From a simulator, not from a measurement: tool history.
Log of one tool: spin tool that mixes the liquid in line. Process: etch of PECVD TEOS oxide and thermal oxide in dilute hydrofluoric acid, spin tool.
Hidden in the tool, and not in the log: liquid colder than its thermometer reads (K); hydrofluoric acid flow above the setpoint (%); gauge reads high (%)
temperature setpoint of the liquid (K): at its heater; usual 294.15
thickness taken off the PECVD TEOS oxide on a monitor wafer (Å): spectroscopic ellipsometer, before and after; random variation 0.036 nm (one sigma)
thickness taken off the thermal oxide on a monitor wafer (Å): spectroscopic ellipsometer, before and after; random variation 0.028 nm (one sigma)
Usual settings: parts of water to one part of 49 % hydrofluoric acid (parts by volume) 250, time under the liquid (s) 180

| run | hour | temperature setpoint of the liquid (K) | parts of water to one part of 49 % hydrofluoric acid (parts by volume) | time under the liquid (s) | wafers since the last listed run | hours since the thermometer was replaced | hours since the hydrofluoric acid flow meter was replaced | hours since the gauge calibration | read-back film thickness of the PECVD TEOS oxide reference wafer, read on the same gauge (nm) | read-back film thickness of the thermal oxide reference wafer, read on the same gauge (nm) | thickness taken off the PECVD TEOS oxide on a monitor wafer (Å) | thickness taken off the thermal oxide on a monitor wafer (Å) |
|---|---|---|---|---|---|---|---|---|---|---|---|---|
| 1 | 0.0 | 294.15 | 250 | 180 | 0 | 2812.9 | 1281.9 | 158.6 | 50.029 | 79.994 | 52.24 | 31.38 |
|  | 7.2 | thermometer replaced |
| 2 | 10.9 | 294.15 | 250 | 180 | 48 | 3.7 | 1292.8 | 169.5 | 49.994 | 80.014 | 53.15 | 30.72 |
| 3 | 18.1 | 294.15 | 250 | 180 | 35 | 10.9 | 1300.0 | 176.7 | 49.997 | 79.998 | 51.58 | 30.94 |
| 4 | 33.0 | 294.15 | 250 | 180 | 72 | 25.8 | 1314.9 | 191.6 | 49.989 | 79.990 | 52.50 | 30.27 |
| 5 | 44.2 | 294.15 | 250 | 210 | 54 | 37.0 | 1326.1 | 202.8 | 50.004 | 80.013 | 62.06 | 36.58 |
| 6 | 52.2 | 294.15 | 250 | 180 | 39 | 45.0 | 1334.1 | 210.8 | 50.026 | 79.996 | 51.97 | 31.00 |
| 7 | 68.6 | 294.15 | 250 | 180 | 80 | 61.4 | 1350.5 | 227.2 | 50.021 | 79.999 | 52.15 | 31.15 |
| 8 | 82.0 | 294.15 | 315 | 220 | 65 | 74.8 | 1363.9 | 240.6 | 50.007 | 79.992 | 47.78 | 28.72 |
|  | 92.5 | gauge calibrated |
| 9 | 97.7 | 291.65 | 285 | 180 | 76 | 90.5 | 1379.6 | 5.2 | 49.986 | 79.987 | 40.45 | 24.21 |
| 10 | 110.4 | 291.15 | 295 | 275 | 62 | 103.2 | 1392.3 | 17.9 | 49.999 | 80.002 | 58.16 | 34.58 |
| 11 | 120.5 | 296.65 | 375 | 145 | 49 | 113.3 | 1402.4 | 28.0 | 50.020 | 80.002 | 27.54 | 16.48 |
| 12 | 130.4 | 290.15 | 365 | 235 | 48 | 123.2 | 1412.3 | 37.9 | 50.004 | 79.997 | 37.52 | 21.88 |
|  | 132.7 | hydrofluoric acid flow meter replaced |
| 13 | 143.2 | 294.15 | 250 | 180 | 57 | 136.0 | 10.5 | 50.7 | 50.001 | 80.005 | 46.36 | 27.42 |
| 14 | 152.8 | 294.15 | 370 | 150 | 47 | 145.6 | 20.1 | 60.3 | 49.959 | 79.999 | 23.58 | 14.33 |
| 15 | 167.4 | 298.15 | 250 | 180 | 71 | 160.2 | 34.7 | 74.9 | 50.003 | 80.016 | 53.37 | 31.70 |
| 16 | 183.1 | 290.15 | 215 | 225 | 76 | 175.9 | 50.4 | 90.6 | 49.994 | 80.000 | 59.75 | 35.90 |
| 17 | 195.2 | 295.65 | 175 | 265 | 59 | 188.0 | 62.5 | 102.7 | 49.996 | 79.999 | 114.02 | 68.13 |
| 18 | 243.0 | 292.15 | 130 | 115 | 234 | 235.8 | 110.3 | 150.5 | 50.005 | 80.010 | 60.66 | 36.03 |
| 19 | 254.6 | 296.15 | 250 | 180 | 56 | 247.4 | 121.9 | 162.1 | 49.987 | 80.022 | 50.73 | 29.85 |
| 20 | 260.8 | 290.15 | 195 | 270 | 30 | 253.6 | 128.1 | 168.3 | 50.006 | 80.005 | 82.28 | 48.60 |
| 21 | 277.9 | 291.65 | 175 | 235 | 83 | 270.7 | 145.2 | 185.4 | 50.027 | 80.015 | 86.06 | 51.27 |
| 22 | 285.0 | 294.15 | 250 | 215 | 34 | 277.8 | 152.3 | 192.5 | 50.003 | 79.978 | 57.14 | 33.57 |
| 23 | 296.2 | 290.15 | 335 | 90 | 54 | 289.0 | 163.5 | 203.7 | 49.989 | 79.979 | 14.19 | 8.45 |
| 24 | 314.2 | 294.15 | 250 | 180 | 88 | 307.0 | 181.5 | 221.7 | 49.970 | 79.980 | 47.58 | 28.28 |

Forecast run 25:
| 25 | 328.9 | 298.15 | 360 | 280 | 72 | 321.7 | 196.2 | 236.4 | ? | ? | ? | ? |

{"run 25": {"read-back film thickness of the PECVD TEOS oxide reference wafer, read on the same gauge (nm)": 50.006, "read-back film thickness of the thermal oxide reference wafer, read on the same gauge (nm)": 80.031, "thickness taken off the PECVD TEOS oxide on a monitor wafer (Å)": 53.66, "thickness taken off the thermal oxide on a monitor wafer (Å)": 31.5}}
Without the tool's hidden state the same run would have given thickness taken off the PECVD TEOS oxide on a monitor wafer (Å) 51.72, thickness taken off the thermal oxide on a monitor wafer (Å) 30.36.
